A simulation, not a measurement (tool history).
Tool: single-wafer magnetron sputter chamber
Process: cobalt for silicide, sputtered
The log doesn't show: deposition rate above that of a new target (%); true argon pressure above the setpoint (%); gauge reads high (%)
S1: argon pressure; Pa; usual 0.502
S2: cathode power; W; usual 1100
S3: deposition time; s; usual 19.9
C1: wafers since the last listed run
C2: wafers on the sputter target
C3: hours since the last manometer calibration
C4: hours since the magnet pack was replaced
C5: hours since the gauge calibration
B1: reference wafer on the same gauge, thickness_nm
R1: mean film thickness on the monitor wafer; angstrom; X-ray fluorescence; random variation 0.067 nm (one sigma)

run     day     S1    S2    S3   C1    C2      C3      C4      C5      B1      R1
  1       0  0.502  1100  19.9    0  3174  1007.3  5538.6     789  10.422  112.48
  2   2.071  0.502  1100  19.9  684  3859    1057  5588.3   838.7  10.429  110.18
  3   4.358  0.502  1100  19.9  756  4616  1111.9  5643.2   893.6  10.386  111.28
  4   6.454  0.502  1100  19.9  693  5309  1162.2  5693.5   943.9  10.411  111.02
      7.662  -- sputter target and shields replaced
  5   8.817  0.502  1100  19.9  671   381  1218.9  5750.2  1000.6  10.361  114.17
  6  10.925  0.502  1100  19.9  697  1078  1269.5  5800.8  1051.2  10.377  112.92
  7  12.812  0.502  1100  19.9  624  1703  1314.8  5846.1  1096.5  10.389  112.26
  8    14.4  0.502  1100  19.9  525  2228  1352.9  5884.2  1134.6  10.407  111.29
  9  17.396  0.502  1100  19.9  990  3219  1424.8  5956.1  1206.5  10.406  112.35
     18.162  -- gauge calibrated
 10  19.638  0.502  1100  18.9  741  3960  1478.6  6009.9    35.4  10.409  105.88
 11  20.775  0.502  1100  18.9  376  4336  1505.9  6037.2    62.7  10.419  106.32
 12  22.962  0.502   950  19.9  723  5060  1558.4  6089.7   115.2  10.385   95.75
     24.954  -- sputter target and shields replaced
 13  25.192  0.502   950  19.9  627    78  1611.9  6143.2   168.7  10.393    99.6
 14  27.596  0.502  1100  20.8  795   873  1669.6  6200.9   226.4  10.386  119.04
     27.996  -- magnet pack replaced
 15  28.654  0.502  1100  20.8  239  1113    1695    15.8   251.8  10.408  118.89
 16   29.95  0.502  1100  20.8  428  1542  1726.1    46.9   282.9  10.382  117.31
 17  32.821  0.449  1350  17.6  949  2491    1795   115.8   351.8  10.412  124.02
 18  35.608   0.62  1200  18.1  921  3413  1861.9   182.7   418.7  10.381  104.25
 19  38.308  0.502  1100  19.9  893  4306  1926.7   247.5   483.5  10.396  111.95
 20  40.858  0.685   950  19.9  843  5149  1987.9   308.7   544.7  10.401   89.36
 21  42.817  0.502  1000  18.8  647  5797  2034.9   355.7   591.7  10.386   95.94
     44.238  -- sputter target and shields replaced
 22  44.871  0.316  1100  19.9  569   209  2084.2     405     641  10.392  124.71
 23  47.438  0.502  1100  19.9  848  1058  2145.8   466.6   702.6  10.402  113.35
 24  50.312  0.502  1100  19.9  950  2009  2214.8   535.6   771.6  10.396  112.32

The next listed run, before its measurement:
 25  51.662  0.322  1350  21.6  446  2455  2247.2  568  804   ?   ?

B1: 10.375
R1: 160.44 angstrom
Without the tool's hidden state the same run would have given R1 165.87 angstrom.
